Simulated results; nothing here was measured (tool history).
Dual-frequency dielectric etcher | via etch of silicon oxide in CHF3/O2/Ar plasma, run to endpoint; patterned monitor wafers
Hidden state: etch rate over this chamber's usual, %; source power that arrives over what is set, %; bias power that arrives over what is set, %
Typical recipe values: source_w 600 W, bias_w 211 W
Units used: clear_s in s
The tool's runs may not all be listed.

run	hour	source_w	bias_w	wafers since the last listed run	hours since the last wet clean	hours since the last source power generator calibration	hours since the last bias power generator calibration	hours since the last upper electrode change	incoming incoming film thickness, nm	clear_s
1	0.0	530	211	0	97.9	3011.4	5007.8	4064.7	584.4	270.9
2	11.4	530	211	51	109.3	3022.8	5019.2	4076.1	578.6	272.8
3	21.5	530	211	45	119.4	3032.9	5029.3	4086.2	579.6	272.4
4	62.8	600	211	186	160.7	3074.2	5070.6	4127.5	582.6	265.0
5	114.8	600	177	234	212.7	3126.2	5122.6	4179.5	575.4	269.6
6	128.7	600	177	62	226.6	3140.1	5136.5	4193.4	575.6	262.7
7	138.4	600	177	43	236.3	3149.8	5146.2	4203.1	578.4	270.4
8	145.4	700	211	31	243.3	3156.8	5153.2	4210.1	576.9	247.7
9	161.9	700	211	74	259.8	3173.3	5169.7	4226.6	574.3	248.4
10	170.3	700	211	37	268.2	3181.7	5178.1	4235.0	575.1	247.4
# hour 181.9: bias power generator calibrated
11	182.4	600	211	36	280.3	3193.8	0.5	4247.1	580.2	258.4
12	189.1	600	253	30	287.0	3200.5	7.2	4253.8	580.3	251.2
13	206.0	630	211	76	303.9	3217.4	24.1	4270.7	572.4	251.6
14	216.4	600	211	46	314.3	3227.8	34.5	4281.1	580.1	256.3
15	223.1	660	162	30	321.0	3234.5	41.2	4287.8	577.4	263.6
16	231.8	600	253	39	329.7	3243.2	49.9	4296.5	576.4	245.2
# hour 250.4: source power generator calibrated
17	274.3	540	211	173	372.2	23.9	92.4	4339.0	580.0	266.1
18	287.0	600	211	57	384.9	36.6	105.1	4351.7	576.1	258.6
19	297.6	540	179	47	395.5	47.2	115.7	4362.3	578.8	275.0
# hour 322.7: upper electrode replaced
20	323.2	600	211	7	421.1	72.8	141.3	0.5	579.9	256.9
# hour 364.5: wet clean of the chamber
21	365.0	600	211	80	0.5	114.6	183.1	42.3	585.3	275.6
22	374.5	600	167	42	10.0	124.1	192.6	51.8	576.3	279.0
23	384.9	550	175	46	20.4	134.5	203.0	62.2	577.1	284.9
24	421.1	650	235	163	56.6	170.7	239.2	98.4	575.7	257.6
25	460.5	600	193	177	96.0	210.1	278.6	137.8	581.8	273.9
26	476.3	690	248	71	111.8	225.9	294.4	153.6	579.6	251.4

A few steps of clear_s between consecutive runs. Split each: what settings, incoming material and random variation would produce without the hidden state, and what is left over for the hidden state, along with gauge scatter present in only one of the two compared results (measured, and without hidden state):
Run 7 -> 8: source_w 600 -> 700, bias_w 177 -> 211. clear_s -22.7 s: hidden state +0.7, all else -23.4.
Run 16 -> 17: source_w 600 -> 540, bias_w 253 -> 211, source power generator calibrated. clear_s +20.9 s: hidden state -2.2, all else +23.1.
Run 20 -> 21: wet clean of the chamber. clear_s +18.7 s: hidden state +15.0, all else +3.7.
Run 23 -> 24: source_w 550 -> 650, bias_w 175 -> 235. clear_s -27.3 s: hidden state -1.0, all else -26.3.
